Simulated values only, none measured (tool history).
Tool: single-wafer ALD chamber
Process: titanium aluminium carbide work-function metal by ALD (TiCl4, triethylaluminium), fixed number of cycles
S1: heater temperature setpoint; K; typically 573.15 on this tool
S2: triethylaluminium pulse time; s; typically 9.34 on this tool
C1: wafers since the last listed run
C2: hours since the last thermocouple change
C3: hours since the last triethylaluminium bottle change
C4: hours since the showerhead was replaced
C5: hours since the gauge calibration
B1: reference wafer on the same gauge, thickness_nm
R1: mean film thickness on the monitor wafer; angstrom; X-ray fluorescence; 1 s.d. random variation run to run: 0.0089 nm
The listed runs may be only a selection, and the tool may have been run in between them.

run	hour	S1	S2	C1	C2	C3	C4	C5	B1	R1
1	0	573.15	11.53	0	2274.1	1216.1	6003.6	443.8	2.041	19.16
2	22.6	573.15	11.53	233	2296.7	1238.7	6026.2	466.4	2.039	19.03
3	57.1	573.15	9.34	356	2331.2	1273.2	6060.7	500.9	2.042	18.6
4	81.5	573.15	9.34	252	2355.6	1297.6	6085.1	525.3	2.041	18.75
5	98.9	573.15	9.34	179	2373	1315	6102.5	542.7	2.034	18.81
6	127.4	573.15	9.34	294	2401.5	1343.5	6131	571.2	2.042	18.78
7	146.5	573.15	9.34	197	2420.6	1362.6	6150.1	590.3	2.039	18.84
8	171.9	573.15	9.34	262	2446	1388	6175.5	615.7	2.043	18.75
9	203.2	573.15	9.34	323	2477.3	1419.3	6206.8	647	2.04	18.64
# hour 259.3: triethylaluminium bottle replaced
10	295.4	565.15	9.34	870	2569.5	36.1	6299	739.2	2.038	18.23
11	326.5	565.15	9.34	321	2600.6	67.2	6330.1	770.3	2.043	18.22
12	340.2	573.15	9.34	141	2614.3	80.9	6343.8	784	2.038	18.78
13	370.8	561.15	9.34	316	2644.9	111.5	6374.4	814.6	2.039	17.92
14	388	583.15	8.38	177	2662.1	128.7	6391.6	831.8	2.038	18.97
15	414.6	565.15	11.77	275	2688.7	155.3	6418.2	858.4	2.043	18.57
16	427.5	573.15	11.53	133	2701.6	168.2	6431.1	871.3	2.037	19.35
17	451.9	577.15	5.99	252	2726	192.6	6455.5	895.7	2.043	16.74
# hour 459.7: gauge calibrated
18	470.8	573.15	6.8	195	2744.9	211.5	6474.4	11.1	2.037	17.32
19	506.1	587.15	12.41	365	2780.2	246.8	6509.7	46.4	2.04	20.47
20	534.1	573.15	8.34	289	2808.2	274.8	6537.7	74.4	2.04	18.41
21	552.5	568.15	9.34	190	2826.6	293.2	6556.1	92.8	2.039	18.43
# hour 590.5: showerhead replaced
22	591	577.15	9.34	315	2865.1	331.7	0.5	131.3	2.042	18.96
23	605.8	568.15	6.56	153	2879.9	346.5	15.3	146.1	2.041	16.85
24	638.8	559.15	9.34	341	2912.9	379.5	48.3	179.1	2.04	17.75
25	650.9	581.15	11.38	125	2925	391.6	60.4	191.2	2.041	19.84
26	670.8	578.15	12.71	205	2944.9	411.5	80.3	211.1	2.038	19.65
# hour 713.9: thermocouple changed; heater temperature recalibrated
27	717.5	573.15	6.48	400	3.6	458.2	127	257.8	2.042	16.85
28	734	580.15	12.83	170	20.1	474.7	143.5	274.3	2.039	20.01
29	833.3	565.15	12.04	1027	119.4	574	242.8	373.6	2.041	18.66
30	908	565.15	9.34	772	194.1	648.7	317.5	448.3	2.038	18.13
31	928.4	587.15	9.34	211	214.5	669.1	337.9	468.7	2.041	19.74
32	948.5	573.15	9.34	207	234.6	689.2	358	488.8	2.039	18.83

Across each entry between runs, compare the hidden state at the last listed run before it with the hidden state at the first listed run after it:
Runs 9 to 10: triethylaluminium bottle replaced (hour 259.3)
  nothing in the hidden state changes from one run to the other
Runs 17 to 18: gauge calibrated (hour 459.7)
  nothing in the hidden state changes from one run to the other
Runs 21 to 22: showerhead replaced (hour 590.5)
  nothing in the hidden state changes from one run to the other
Runs 26 to 27: thermocouple changed; heater temperature recalibrated (hour 713.9)
  nothing in the hidden state changes from one run to the other

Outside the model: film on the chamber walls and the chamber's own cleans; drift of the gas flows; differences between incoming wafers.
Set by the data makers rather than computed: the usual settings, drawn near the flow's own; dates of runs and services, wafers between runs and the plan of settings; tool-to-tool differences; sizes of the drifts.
